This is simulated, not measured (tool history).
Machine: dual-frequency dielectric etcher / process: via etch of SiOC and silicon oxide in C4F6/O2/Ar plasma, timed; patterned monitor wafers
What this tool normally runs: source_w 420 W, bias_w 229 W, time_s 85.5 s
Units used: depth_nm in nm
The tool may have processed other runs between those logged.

| run | hour | source_w | bias_w | time_s | read-back reference wafer on the same gauge, depth_nm | depth_nm |
|---|---|---|---|---|---|---|
| 1 | 0.0 | 420 | 229 | 67.0 | 112.0 | 88.4 |
| 2 | 28.9 | 420 | 243 | 85.5 | 111.9 | 114.3 |
|  | 42.4 | gauge calibrated |
| 3 | 45.2 | 420 | 229 | 102.5 | 112.0 | 135.1 |
| 4 | 74.0 | 420 | 229 | 102.5 | 112.0 | 134.5 |
| 5 | 92.2 | 420 | 229 | 102.5 | 112.1 | 134.6 |
| 6 | 118.0 | 420 | 229 | 85.5 | 112.1 | 112.3 |
| 7 | 130.7 | 420 | 229 | 85.5 | 112.0 | 112.3 |
| 8 | 144.0 | 420 | 229 | 85.5 | 112.0 | 112.6 |
| 9 | 156.4 | 420 | 229 | 85.5 | 112.0 | 112.3 |
| 10 | 168.5 | 420 | 229 | 85.5 | 112.0 | 112.3 |
| 11 | 184.9 | 420 | 229 | 85.5 | 112.0 | 112.2 |
|  | 219.9 | upper electrode replaced |
| 12 | 245.2 | 420 | 229 | 85.5 | 112.0 | 111.9 |
|  | 296.0 | source power generator calibrated |
|  | 313.2 | wet clean of the chamber |
| 13 | 313.7 | 420 | 257 | 98.0 | 112.0 | 132.1 |
|  | 318.9 | bias power generator calibrated |
| 14 | 319.4 | 420 | 257 | 98.0 | 112.0 | 132.4 |
| 15 | 343.1 | 420 | 229 | 85.5 | 112.0 | 112.3 |
| 16 | 370.1 | 330 | 248 | 100.5 | 112.0 | 125.3 |
| 17 | 400.2 | 420 | 276 | 85.5 | 112.0 | 117.4 |
| 18 | 430.2 | 420 | 254 | 60.5 | 112.0 | 81.4 |
| 19 | 444.9 | 450 | 172 | 66.0 | 112.0 | 83.2 |
|  | 447.2 | gauge calibrated |
| 20 | 456.9 | 420 | 246 | 85.5 | 112.1 | 114.1 |
| 21 | 511.3 | 330 | 204 | 110.0 | 112.1 | 130.7 |
| 22 | 545.2 | 420 | 209 | 85.5 | 112.0 | 109.6 |
| 23 | 558.6 | 420 | 229 | 85.5 | 112.0 | 111.9 |
| 24 | 577.6 | 340 | 229 | 102.5 | 112.0 | 126.0 |
| 25 | 599.4 | 420 | 229 | 76.0 | 112.0 | 99.3 |
| 26 | 617.3 | 420 | 229 | 85.5 | 112.0 | 111.9 |
| 27 | 648.4 | 470 | 283 | 67.0 | 112.0 | 95.4 |
| 28 | 682.4 | 470 | 286 | 85.5 | 112.0 | 121.8 |

Alternative continuations, all from the tool just after run 28; predict every row:
| A | 682.8 | 360 | 229 | 85.5 | ? | ? |
| B | 682.8 | 420 | 229 | 66.5 | ? | ? |
| C | 682.8 | 370 | 195 | 109.0 | ? | ? |
| D | 682.8 | 420 | 229 | 98.0 | ? | ? |
| E | 682.8 | 420 | 229 | 71.5 | ? | ? |

| run | read-back reference wafer on the same gauge, depth_nm | depth_nm |
|---|---|---|
| A | 112.0 | 106.7 |
| B | 112.0 | 86.8 |
| C | 112.0 | 132.2 |
| D | 112.0 | 128.0 |
| E | 112.0 | 93.4 |
Without the tool's unlogged condition, the same runs would have read:
| run | depth_nm |
|---|---|
| A | 107.6 |
| B | 87.6 |
| C | 133.3 |
| D | 129.0 |
| E | 94.2 |
